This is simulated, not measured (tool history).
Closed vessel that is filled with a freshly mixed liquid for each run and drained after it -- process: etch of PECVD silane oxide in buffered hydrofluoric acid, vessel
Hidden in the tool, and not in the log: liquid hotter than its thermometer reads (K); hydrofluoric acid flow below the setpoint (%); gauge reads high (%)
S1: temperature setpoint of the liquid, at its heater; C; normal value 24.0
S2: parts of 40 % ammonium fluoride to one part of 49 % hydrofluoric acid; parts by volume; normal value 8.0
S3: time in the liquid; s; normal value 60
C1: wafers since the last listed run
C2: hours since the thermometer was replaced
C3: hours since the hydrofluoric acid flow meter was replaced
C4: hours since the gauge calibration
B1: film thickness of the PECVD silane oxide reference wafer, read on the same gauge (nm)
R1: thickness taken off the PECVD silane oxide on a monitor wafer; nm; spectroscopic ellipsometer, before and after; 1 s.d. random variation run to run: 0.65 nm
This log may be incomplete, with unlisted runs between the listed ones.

Run 1, hour 0.0: usual settings; C1 0; C2 1339.6; C3 651.8; C4 176.8; B1 40.00. Result: R1 194.71 nm.
Run 2, hour 9.0: usual settings; C1 1264; C2 1348.6; C3 660.8; C4 185.8; B1 40.00. Result: R1 195.31 nm.
Run 3, hour 16.7: usual settings; C1 1081; C2 1356.3; C3 668.5; C4 193.5; B1 39.99. Result: R1 196.13 nm.
Run 4, hour 48.0: usual settings; C1 4398; C2 1387.6; C3 699.8; C4 224.8; B1 40.00. Result: R1 194.41 nm.
Run 5, hour 54.5: usual settings but S3 40 s; C1 913; C2 1394.1; C3 706.3; C4 231.3; B1 40.03. Result: R1 129.47 nm.
Run 6, hour 65.0: usual settings; C1 1475; C2 1404.6; C3 716.8; C4 241.8; B1 40.00. Result: R1 192.97 nm.
Run 7, hour 74.2: usual settings; C1 1292; C2 1413.8; C3 726.0; C4 251.0; B1 39.99. Result: R1 193.93 nm.
Run 8, hour 91.0: usual settings but S1 27.0 C, S2 10.0 parts by volume; C1 2360; C2 1430.6; C3 742.8; C4 267.8; B1 40.00. Result: R1 189.04 nm.
Run 9, hour 97.4: usual settings but S1 27.0 C, S2 10.0 parts by volume; C1 899; C2 1437.0; C3 749.2; C4 274.2; B1 40.00. Result: R1 189.05 nm.
Run 10, hour 114.0: usual settings; C1 2332; C2 1453.6; C3 765.8; C4 290.8; B1 40.00. Result: R1 193.76 nm.
Run 11, hour 121.5: usual settings; C1 1053; C2 1461.1; C3 773.3; C4 298.3; B1 40.01. Result: R1 193.45 nm.
Run 12, hour 136.6: usual settings; C1 2121; C2 1476.2; C3 788.4; C4 313.4; B1 40.02. Result: R1 193.27 nm.
At hour 166.1: gauge calibrated.
Run 13, hour 183.4: usual settings but S1 26.0 C, S2 6.5 parts by volume; C1 6576; C2 1523.0; C3 835.2; C4 17.3; B1 40.02. Result: R1 267.63 nm.
Run 14, hour 193.0: usual settings but S2 6.0 parts by volume, S3 30 s; C1 1348; C2 1532.6; C3 844.8; C4 26.9; B1 40.00. Result: R1 130.03 nm.
Run 15, hour 202.5: usual settings but S1 27.0 C, S2 10.0 parts by volume; C1 1334; C2 1542.1; C3 854.3; C4 36.4; B1 40.00. Result: R1 188.29 nm.
At hour 213.9: thermometer replaced.
Run 16, hour 214.6: usual settings but S1 27.0 C, S2 7.0 parts by volume, S3 80 s; C1 1559; C2 0.7; C3 866.4; C4 48.5; B1 39.99. Result: R1 303.89 nm.
Run 17, hour 223.4: usual settings; C1 1236; C2 9.5; C3 875.2; C4 57.3; B1 40.00. Result: R1 166.87 nm.
Run 18, hour 229.8: usual settings; C1 899; C2 15.9; C3 881.6; C4 63.7; B1 39.98. Result: R1 167.41 nm.
At hour 238.6: hydrofluoric acid flow meter replaced.
Run 19, hour 241.2: usual settings; C1 1461; C2 27.3; C3 2.6; C4 75.1; B1 40.01. Result: R1 189.27 nm.
Run 20, hour 254.0: usual settings but S3 70 s; C1 1798; C2 40.1; C3 15.4; C4 87.9; B1 40.01. Result: R1 219.48 nm.
Run 21, hour 264.8: usual settings but S1 25.5 C, S2 5.5 parts by volume, S3 40 s; C1 1517; C2 50.9; C3 26.2; C4 98.7; B1 40.02. Result: R1 193.39 nm.
Run 22, hour 278.7: usual settings but S1 25.5 C; C1 1953; C2 64.8; C3 40.1; C4 112.6; B1 39.99. Result: R1 204.91 nm.
Run 23, hour 288.0: usual settings but S1 29.0 C, S3 40 s; C1 1306; C2 74.1; C3 49.4; C4 121.9; B1 39.97. Result: R1 164.06 nm.
Run 24, hour 303.7: usual settings but S1 26.5 C, S2 7.0 parts by volume; C1 2206; C2 89.8; C3 65.1; C4 137.6; B1 39.99. Result: R1 249.45 nm.
Run 25, hour 320.4: usual settings but S1 20.5 C, S2 9.5 parts by volume, S3 45 s; C1 2346; C2 106.5; C3 81.8; C4 154.3; B1 39.99. Result: R1 100.09 nm.

For some of the steps in R1 from one run to the next: how much would appear even if the tool had no hidden state, given the settings, what came in and random variation, and how much remains for the hidden state plus any gauge scatter that the measured result and the result without hidden state don't share?
Run 13 -> 14: S1 26.0 -> 24.0, S2 6.5 -> 6.0, S3 60 -> 30. R1 -137.60 nm: hidden state -4.93, all else -132.67.
Run 15 -> 16: S2 10.0 -> 7.0, S3 60 -> 80, thermometer replaced. R1 +115.60 nm: hidden state -43.64, all else +159.24.
Run 18 -> 19: hydrofluoric acid flow meter replaced. R1 +21.86 nm: hidden state +21.51, all else +0.35.
Run 24 -> 25: S1 26.5 -> 20.5, S2 7.0 -> 9.5, S3 60 -> 45. R1 -149.36 nm: hidden state +0.02, all else -149.38.
